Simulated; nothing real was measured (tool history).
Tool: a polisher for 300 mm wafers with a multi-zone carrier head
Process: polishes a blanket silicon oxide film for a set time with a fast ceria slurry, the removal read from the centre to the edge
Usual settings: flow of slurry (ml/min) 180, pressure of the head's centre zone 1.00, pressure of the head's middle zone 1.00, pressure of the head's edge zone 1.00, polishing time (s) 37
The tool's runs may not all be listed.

run   hour  flow of slurry (ml/min)  pressure of the head's centre zone  pressure of the head's middle zone  pressure of the head's edge zone  polishing time (s)  wafers since the last listed run  wafers polished on this pad  hours since the slurry nozzle was cleaned  hours since the centre zone pressure was calibrated  hours since the edge zone pressure was calibrated  hours since the carrier head's membrane was replaced  incoming thickness of the incoming film, nm  film removed at the wafer's centre (nm)  film removed at mid-radius (nm)  film removed at the wafer's edge (nm)
  1    0.0                      180                                1.00                                1.00                              1.00                  37                                 0                          651                                      705.8                                               1228.4                                               11.5                                                1094.6                                       3024.2                                    459.7                            430.3                                  441.0
  2    7.3                      180                                1.00                                1.00                              1.00                  27                               101                          752                                      713.1                                               1235.7                                               18.8                                                1101.9                                       3103.5                                    331.1                            318.8                                  331.0
  3   23.3                      120                                0.90                                1.00                              0.97                  37                               222                          974                                      729.1                                               1251.7                                               34.8                                                1117.9                                       3023.1                                    376.7                            395.4                                  412.6
  4   35.2                      155                                1.00                                1.03                              0.93                  37                               165                         1140                                      741.0                                               1263.6                                               46.7                                                1129.8                                       3070.7                                    442.3                            426.4                                  430.0
  5   52.1                      180                                1.00                                1.00                              1.00                  37                               234                         1374                                      757.9                                               1280.5                                               63.6                                                1146.7                                       3082.7                                    450.9                            435.0                                  432.4
  6   63.4                      180                                1.00                                1.00                              1.00                  37                               156                         1531                                      769.2                                               1291.8                                               74.9                                                1158.0                                       3069.5                                    443.3                            432.0                                  445.5
      73.3  -- worn pad replaced by a new one
  7   80.7                      180                                1.00                                0.94                              1.00                  37                               184                          102                                      786.5                                               1309.1                                               92.2                                                1175.3                                       3051.1                                    470.2                            433.7                                  464.1
      86.0  -- centre zone pressure recalibrated
  8   94.3                      160                                1.00                                1.00                              1.00                  37                               161                          264                                      800.1                                                  8.3                                              105.8                                                1188.9                                       3028.2                                    453.5                            438.0                                  446.8
     103.5  -- carrier head's membrane replaced by a new one
  9  106.9                      180                                1.00                                1.00                              1.00                  37                               105                          369                                      812.7                                                 20.9                                              118.4                                                   3.4                                       3040.4                                    467.4                            436.3                                  447.4
 10  120.6                      120                                0.90                                1.00                              0.92                  24                               190                          559                                      826.4                                                 34.6                                              132.1                                                  17.1                                       3010.8                                    246.2                            258.8                                  257.6
 11  128.9                      180                                1.00                                1.00                              1.00                  37                               115                          675                                      834.7                                                 42.9                                              140.4                                                  25.4                                       3121.3                                    449.7                            435.9                                  443.3
     144.8  -- slurry nozzle cleaned
 12  146.1                      180                                1.00                                1.00                              1.00                  37                               225                          900                                        1.3                                                 60.1                                              157.6                                                  42.6                                       3122.7                                    454.1                            439.9                                  433.3
 13  153.2                      235                                1.00                                1.07                              1.11                  30                                98                          999                                        8.4                                                 67.2                                              164.7                                                  49.7                                       3047.3                                    385.2                            386.1                                  384.1
 14  163.9                      180                                0.93                                1.00                              0.90                  37                               148                         1147                                       19.1                                                 77.9                                              175.4                                                  60.4                                       3049.1                                    419.3                            443.2                                  422.3
 15  176.9                      165                                1.04                                0.93                              1.00                  37                               180                         1328                                       32.1                                                 90.9                                              188.4                                                  73.4                                       3027.7                                    457.7                            399.8                                  435.1
     193.9  -- worn pad replaced by a new one
 16  194.4                      180                                1.00                                1.00                              1.00                  37                               187                            7                                       49.6                                                108.4                                              205.9                                                  90.9                                       3066.2                                    477.1                            440.2                                  456.5
 17  231.3                      245                                1.00                                1.00                              1.00                  37                               512                          519                                       86.5                                                145.3                                              242.8                                                 127.8                                       3029.1                                    476.5                            453.8                                  467.6
 18  239.0                      125                                1.09                                1.00                              0.94                  27                               106                          626                                       94.2                                                153.0                                              250.5                                                 135.5                                       3114.4                                    336.8                            300.7                                  302.9
 19  253.1                      130                                1.00                                1.00                              1.00                  37                               195                          822                                      108.3                                                167.1                                              264.6                                                 149.6                                       3044.4                                    414.3                            402.4                                  423.3
 20  274.3                      180                                1.00                                1.00                              1.00                  37                               294                         1117                                      129.5                                                188.3                                              285.8                                                 170.8                                       3140.1                                    454.7                            436.1                                  437.7
 21  283.3                      180                                1.00                                1.00                              1.00                  37                               125                         1242                                      138.5                                                197.3                                              294.8                                                 179.8                                       3116.9                                    452.2                            429.0                                  446.0
 22  301.0                      240                                1.00                                1.00                              1.00                  37                               245                         1488                                      156.2                                                215.0                                              312.5                                                 197.5                                       3081.6                                    470.4                            447.2                                  457.7
 23  308.0                      150                                1.00                                0.90                              1.00                  37                                97                         1585                                      163.2                                                222.0                                              319.5                                                 204.5                                       3032.7                                    429.9                            383.3                                  419.7

How the hidden state differs across the entries between the runs, from the last listed run before each to the first after it:
Between runs 6 and 7: worn pad replaced by a new one (hour 73.3)
  removal rate lost through wear of the pad, %: 5.3 -> 0.941
  measured less the result without the state, film removed at the wafer's centre (nm): -24.8 -> -4.4; film removed at mid-radius (nm): -24.2 -> -4.2; film removed at the wafer's edge (nm): -24.9 -> -4.4
Between runs 7 and 8: centre zone pressure recalibrated (hour 86.0)
  removal rate lost through wear of the pad, %: 0.941 -> 2.17
  measured less the result without the state, film removed at the wafer's centre (nm): -4.4 -> -10.0; film removed at mid-radius (nm): -4.2 -> -9.7; film removed at the wafer's edge (nm): -4.4 -> -9.9
Between runs 8 and 9: carrier head's membrane replaced by a new one (hour 103.5)
  removal rate lost through wear of the pad, %: 2.17 -> 3.02
  measured less the result without the state, film removed at the wafer's centre (nm): -10.0 -> -14.5; film removed at mid-radius (nm): -9.7 -> -13.6; film removed at the wafer's edge (nm): -9.9 -> -13.9
Between runs 11 and 12: slurry nozzle cleaned (hour 144.8)
  removal rate lost through wear of the pad, %: 4.03 -> 4.53
  measured less the result without the state, film removed at the wafer's centre (nm): -18.9 -> -21.6; film removed at mid-radius (nm): -18.3 -> -20.9; film removed at the wafer's edge (nm): -18.6 -> -20.6
Between runs 15 and 16: worn pad replaced by a new one (hour 193.9)
  removal rate lost through wear of the pad, %: 5.07 -> 0.473
  measured less the result without the state, film removed at the wafer's centre (nm): -24.4 -> -2.2; film removed at mid-radius (nm): -21.4 -> -2.0; film removed at the wafer's edge (nm): -23.2 -> -2.2

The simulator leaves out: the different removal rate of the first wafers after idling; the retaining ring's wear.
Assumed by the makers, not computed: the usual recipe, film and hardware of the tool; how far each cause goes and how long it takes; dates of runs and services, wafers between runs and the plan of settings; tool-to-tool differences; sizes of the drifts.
